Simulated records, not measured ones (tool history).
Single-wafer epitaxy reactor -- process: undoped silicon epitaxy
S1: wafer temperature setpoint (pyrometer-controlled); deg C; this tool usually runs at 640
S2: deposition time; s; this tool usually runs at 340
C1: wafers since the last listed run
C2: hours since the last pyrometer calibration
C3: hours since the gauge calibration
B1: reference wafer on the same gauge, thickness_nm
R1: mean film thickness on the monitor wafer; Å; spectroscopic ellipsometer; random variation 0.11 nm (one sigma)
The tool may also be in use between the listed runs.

run 1 hour=0.0 | S1=632 S2=340 | C1=0 C2=1759.0 C3=366.2 | B1=44.963 | R1=374.31
run 2 hour=51.0 | S1=632 S2=340 | C1=320 C2=1810.0 C3=417.2 | B1=45.056 | R1=374.24
run 3 hour=76.3 | S1=632 S2=340 | C1=159 C2=1835.3 C3=442.5 | B1=45.045 | R1=373.72
run 4 hour=108.4 | S1=635 S2=298 | C1=202 C2=1867.4 C3=474.6 | B1=44.997 | R1=352.26
run 5 hour=168.1 | S1=635 S2=298 | C1=375 C2=1927.1 C3=534.3 | B1=45.000 | R1=351.63
run 6 hour=264.8 | S1=640 S2=340 | C1=608 C2=2023.8 C3=631.0 | B1=45.009 | R1=449.29
run 7 hour=317.7 | S1=640 S2=340 | C1=332 C2=2076.7 C3=683.9 | B1=45.024 | R1=444.39
run 8 hour=343.9 | S1=640 S2=340 | C1=164 C2=2102.9 C3=710.1 | B1=45.010 | R1=447.95
run 9 hour=400.1 | S1=640 S2=340 | C1=353 C2=2159.1 C3=766.3 | B1=44.997 | R1=447.42
run 10 hour=427.0 | S1=640 S2=340 | C1=169 C2=2186.0 C3=793.2 | B1=44.974 | R1=447.73
run 11 hour=497.7 | S1=647 S2=371 | C1=444 C2=2256.7 C3=863.9 | B1=44.997 | R1=568.09
run 12 hour=568.1 | S1=647 S2=371 | C1=443 C2=2327.1 C3=934.3 | B1=45.004 | R1=568.69
run 13 hour=633.0 | S1=647 S2=371 | C1=408 C2=2392.0 C3=999.2 | B1=44.971 | R1=565.71
run 14 hour=700.4 | S1=640 S2=340 | C1=424 C2=2459.4 C3=1066.6 | B1=45.038 | R1=444.56
run 15 hour=742.9 | S1=647 S2=369 | C1=267 C2=2501.9 C3=1109.1 | B1=45.023 | R1=564.02
run 16 hour=793.8 | S1=654 S2=340 | C1=320 C2=2552.8 C3=1160.0 | B1=44.991 | R1=605.91
run 17 hour=860.9 | S1=650 S2=365 | C1=422 C2=2619.9 C3=1227.1 | B1=45.008 | R1=594.65
run 18 hour=894.7 | S1=635 S2=298 | C1=212 C2=2653.7 C3=1260.9 | B1=44.974 | R1=351.13
run 19 hour=928.5 | S1=645 S2=407 | C1=212 C2=2687.5 C3=1294.7 | B1=44.986 | R1=595.30
run 20 hour=981.6 | S1=651 S2=275 | C1=334 C2=2740.6 C3=1347.8 | B1=45.018 | R1=459.45
run 21 hour=1010.5 | S1=636 S2=296 | C1=181 C2=2769.5 C3=1376.7 | B1=44.997 | R1=356.55
run 22 hour=1070.1 | S1=631 S2=406 | C1=375 C2=2829.1 C3=1436.3 | B1=44.965 | R1=436.80
run 23 hour=1098.0 | S1=627 S2=316 | C1=175 C2=2857.0 C3=1464.2 | B1=44.973 | R1=310.76
-- hour=1110.0 gauge calibrated
run 24 hour=1149.1 | S1=640 S2=340 | C1=321 C2=2908.1 C3=39.1 | B1=44.969 | R1=447.79
-- hour=1240.2 pyrometer calibrated
run 25 hour=1246.3 | S1=646 S2=383 | C1=561 C2=6.1 C3=136.3 | B1=44.986 | R1=564.61
run 26 hour=1454.1 | S1=640 S2=340 | C1=1307 C2=213.9 C3=344.1 | B1=44.997 | R1=439.12
run 27 hour=1493.4 | S1=630 S2=303 | C1=247 C2=253.2 C3=383.4 | B1=44.944 | R1=316.46
run 28 hour=1613.6 | S1=640 S2=340 | C1=756 C2=373.4 C3=503.6 | B1=45.001 | R1=440.81
run 29 hour=1649.9 | S1=640 S2=340 | C1=228 C2=409.7 C3=539.9 | B1=44.980 | R1=443.74

Below are 4 alternative next runs, each starting from the tool's condition after run 29. Predict each:
run A hour=1650.4 | S1=634 S2=340 | C1=3 C2=410.2 C3=540.4 | B1=? | R1=?
run B hour=1650.4 | S1=654 S2=406 | C1=3 C2=410.2 C3=540.4 | B1=? | R1=?
run C hour=1650.4 | S1=631 S2=292 | C1=3 C2=410.2 C3=540.4 | B1=? | R1=?
run D hour=1650.4 | S1=633 S2=303 | C1=3 C2=410.2 C3=540.4 | B1=? | R1=?

run=A B1=44.988 R1=387.37
run=B B1=44.988 R1=713.31
run=C B1=44.988 R1=311.25
run=D B1=44.988 R1=337.65
Without the tool's hidden state the same runs would have given:
run=A R1=383.89
run=B R1=707.17
run=C R1=308.44
run=D R1=334.61
